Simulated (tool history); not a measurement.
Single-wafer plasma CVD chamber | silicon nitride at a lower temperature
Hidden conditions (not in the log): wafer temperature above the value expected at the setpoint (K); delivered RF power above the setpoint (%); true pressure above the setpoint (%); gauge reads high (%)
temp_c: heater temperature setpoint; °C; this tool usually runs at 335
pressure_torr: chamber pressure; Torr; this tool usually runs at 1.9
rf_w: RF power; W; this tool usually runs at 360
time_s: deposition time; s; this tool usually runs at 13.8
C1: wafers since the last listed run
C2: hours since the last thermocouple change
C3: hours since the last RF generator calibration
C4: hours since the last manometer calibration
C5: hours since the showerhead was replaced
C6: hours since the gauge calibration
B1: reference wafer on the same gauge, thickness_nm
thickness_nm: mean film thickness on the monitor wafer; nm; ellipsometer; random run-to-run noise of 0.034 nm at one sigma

run 1 hour=0 | temp_c=335 pressure_torr=1.9 rf_w=360 time_s=13.8 | C1=0 C2=1661.8 C3=2090.2 C4=852.8 C5=3285.6 C6=145.3 | B1=15.81 | thickness_nm=16.958
run 2 hour=14.6 | temp_c=335 pressure_torr=1.9 rf_w=360 time_s=13.8 | C1=437 C2=1676.4 C3=2104.8 C4=867.4 C5=3300.2 C6=159.9 | B1=15.791 | thickness_nm=16.944
run 3 hour=51.9 | temp_c=335 pressure_torr=1.9 rf_w=360 time_s=13.8 | C1=1118 C2=1713.7 C3=2142.1 C4=904.7 C5=3337.5 C6=197.2 | B1=15.799 | thickness_nm=16.915
run 4 hour=68.6 | temp_c=335 pressure_torr=1.9 rf_w=360 time_s=13.8 | C1=500 C2=1730.4 C3=2158.8 C4=921.4 C5=3354.2 C6=213.9 | B1=15.803 | thickness_nm=16.908
run 5 hour=86.1 | temp_c=335 pressure_torr=1.9 rf_w=360 time_s=13.8 | C1=524 C2=1747.9 C3=2176.3 C4=938.9 C5=3371.7 C6=231.4 | B1=15.799 | thickness_nm=16.949
run 6 hour=94.2 | temp_c=335 pressure_torr=1.9 rf_w=410 time_s=13.8 | C1=242 C2=1756 C3=2184.4 C4=947 C5=3379.8 C6=239.5 | B1=15.796 | thickness_nm=18.457
run 7 hour=104.5 | temp_c=335 pressure_torr=1.9 rf_w=410 time_s=13.8 | C1=308 C2=1766.3 C3=2194.7 C4=957.3 C5=3390.1 C6=249.8 | B1=15.805 | thickness_nm=18.421
-- hour=123.5 capacitance manometer re-zeroed and calibrated
run 8 hour=124 | temp_c=338 pressure_torr=1.9 rf_w=360 time_s=12.6 | C1=344 C2=1785.8 C3=2214.2 C4=0.5 C5=3409.6 C6=269.3 | B1=15.809 | thickness_nm=15.345
run 9 hour=136.3 | temp_c=338 pressure_torr=1.9 rf_w=360 time_s=12.6 | C1=368 C2=1798.1 C3=2226.5 C4=12.8 C5=3421.9 C6=281.6 | B1=15.803 | thickness_nm=15.358
-- hour=146.8 gauge calibrated
-- hour=151.5 RF generator calibrated
run 10 hour=152 | temp_c=335 pressure_torr=1.9 rf_w=360 time_s=12.9 | C1=230 C2=1813.8 C3=0.5 C4=28.5 C5=3437.6 C6=5.2 | B1=15.802 | thickness_nm=15.722
run 11 hour=155.1 | temp_c=344 pressure_torr=1.9 rf_w=385 time_s=13.8 | C1=92 C2=1816.9 C3=3.6 C4=31.6 C5=3440.7 C6=8.3 | B1=15.793 | thickness_nm=17.574
-- hour=165.4 thermocouple changed; heater temperature recalibrated
run 12 hour=165.9 | temp_c=344 pressure_torr=1.9 rf_w=385 time_s=13.8 | C1=83 C2=0.5 C3=14.4 C4=42.4 C5=3451.5 C6=19.1 | B1=15.786 | thickness_nm=17.495
run 13 hour=171.6 | temp_c=344 pressure_torr=1.9 rf_w=385 time_s=13.8 | C1=170 C2=6.2 C3=20.1 C4=48.1 C5=3457.2 C6=24.8 | B1=15.807 | thickness_nm=17.501
run 14 hour=179.4 | temp_c=335 pressure_torr=1.9 rf_w=360 time_s=13.8 | C1=233 C2=14 C3=27.9 C4=55.9 C5=3465 C6=32.6 | B1=15.81 | thickness_nm=16.822
run 15 hour=188.6 | temp_c=340 pressure_torr=1.9 rf_w=360 time_s=13.8 | C1=275 C2=23.2 C3=37.1 C4=65.1 C5=3474.2 C6=41.8 | B1=15.802 | thickness_nm=16.761
run 16 hour=203.6 | temp_c=335 pressure_torr=1.9 rf_w=360 time_s=13.8 | C1=449 C2=38.2 C3=52.1 C4=80.1 C5=3489.2 C6=56.8 | B1=15.809 | thickness_nm=16.85
-- hour=211.9 capacitance manometer re-zeroed and calibrated, repeated, since the last time left the tool worse
run 17 hour=218.7 | temp_c=335 pressure_torr=1.9 rf_w=410 time_s=13.8 | C1=212 C2=53.3 C3=67.2 C4=6.8 C5=3504.3 C6=71.9 | B1=15.79 | thickness_nm=18.699
run 18 hour=229 | temp_c=347 pressure_torr=1.9 rf_w=360 time_s=13.8 | C1=308 C2=63.6 C3=77.5 C4=17.1 C5=3514.6 C6=82.2 | B1=15.808 | thickness_nm=17.109
run 19 hour=238.1 | temp_c=335 pressure_torr=1.7 rf_w=360 time_s=13.8 | C1=272 C2=72.7 C3=86.6 C4=26.2 C5=3523.7 C6=91.3 | B1=15.797 | thickness_nm=16.901
run 20 hour=246.6 | temp_c=335 pressure_torr=2.37 rf_w=390 time_s=13.8 | C1=254 C2=81.2 C3=95.1 C4=34.7 C5=3532.2 C6=99.8 | B1=15.803 | thickness_nm=18.791
run 21 hour=253.9 | temp_c=340 pressure_torr=1.77 rf_w=360 time_s=13.8 | C1=218 C2=88.5 C3=102.4 C4=42 C5=3539.5 C6=107.1 | B1=15.798 | thickness_nm=16.944
run 22 hour=263.5 | temp_c=329 pressure_torr=1.9 rf_w=360 time_s=12.3 | C1=287 C2=98.1 C3=112 C4=51.6 C5=3549.1 C6=116.7 | B1=15.806 | thickness_nm=15.351
-- hour=272.6 showerhead replaced
run 23 hour=280.2 | temp_c=344 pressure_torr=1.9 rf_w=360 time_s=13.8 | C1=260 C2=114.8 C3=128.7 C4=68.3 C5=7.6 C6=133.4 | B1=15.802 | thickness_nm=17.108
run 24 hour=294.5 | temp_c=335 pressure_torr=1.55 rf_w=360 time_s=11.7 | C1=428 C2=129.1 C3=143 C4=82.6 C5=21.9 C6=147.7 | B1=15.795 | thickness_nm=13.999
run 25 hour=344.2 | temp_c=335 pressure_torr=1.9 rf_w=360 time_s=12.8 | C1=1490 C2=178.8 C3=192.7 C4=132.3 C5=71.6 C6=197.4 | B1=15.807 | thickness_nm=15.896
run 26 hour=360.7 | temp_c=335 pressure_torr=1.9 rf_w=360 time_s=13.8 | C1=494 C2=195.3 C3=209.2 C4=148.8 C5=88.1 C6=213.9 | B1=15.796 | thickness_nm=17.131
run 27 hour=374.2 | temp_c=335 pressure_torr=2.25 rf_w=420 time_s=14.8 | C1=404 C2=208.8 C3=222.7 C4=162.3 C5=101.6 C6=227.4 | B1=15.814 | thickness_nm=20.942
run 28 hour=387.4 | temp_c=335 pressure_torr=1.78 rf_w=385 time_s=13.8 | C1=395 C2=222 C3=235.9 C4=175.5 C5=114.8 C6=240.6 | B1=15.807 | thickness_nm=17.678

Table of differences, measured result less the result of that run with no hidden state. Run-to-run variation is the same in both. Gauge scatter possibly is not:
run=1 thickness_nm=-0.182
run=2 thickness_nm=-0.185
run=3 thickness_nm=-0.192
run=4 thickness_nm=-0.196
run=5 thickness_nm=-0.2
run=6 thickness_nm=-0.22
run=7 thickness_nm=-0.221
run=8 thickness_nm=-0.31
run=9 thickness_nm=-0.313
run=10 thickness_nm=-0.323
run=11 thickness_nm=-0.362
run=12 thickness_nm=-0.363
run=13 thickness_nm=-0.365
run=14 thickness_nm=-0.352
run=15 thickness_nm=-0.353
run=16 thickness_nm=-0.358
run=17 thickness_nm=+0.017
run=18 thickness_nm=+0.013
run=19 thickness_nm=+0.011
run=20 thickness_nm=+0.01
run=21 thickness_nm=+0.008
run=22 thickness_nm=+0.005
run=23 thickness_nm=+0.003
run=24 thickness_nm=+0
run=25 thickness_nm=-0.009
run=26 thickness_nm=-0.013
run=27 thickness_nm=-0.017
run=28 thickness_nm=-0.018

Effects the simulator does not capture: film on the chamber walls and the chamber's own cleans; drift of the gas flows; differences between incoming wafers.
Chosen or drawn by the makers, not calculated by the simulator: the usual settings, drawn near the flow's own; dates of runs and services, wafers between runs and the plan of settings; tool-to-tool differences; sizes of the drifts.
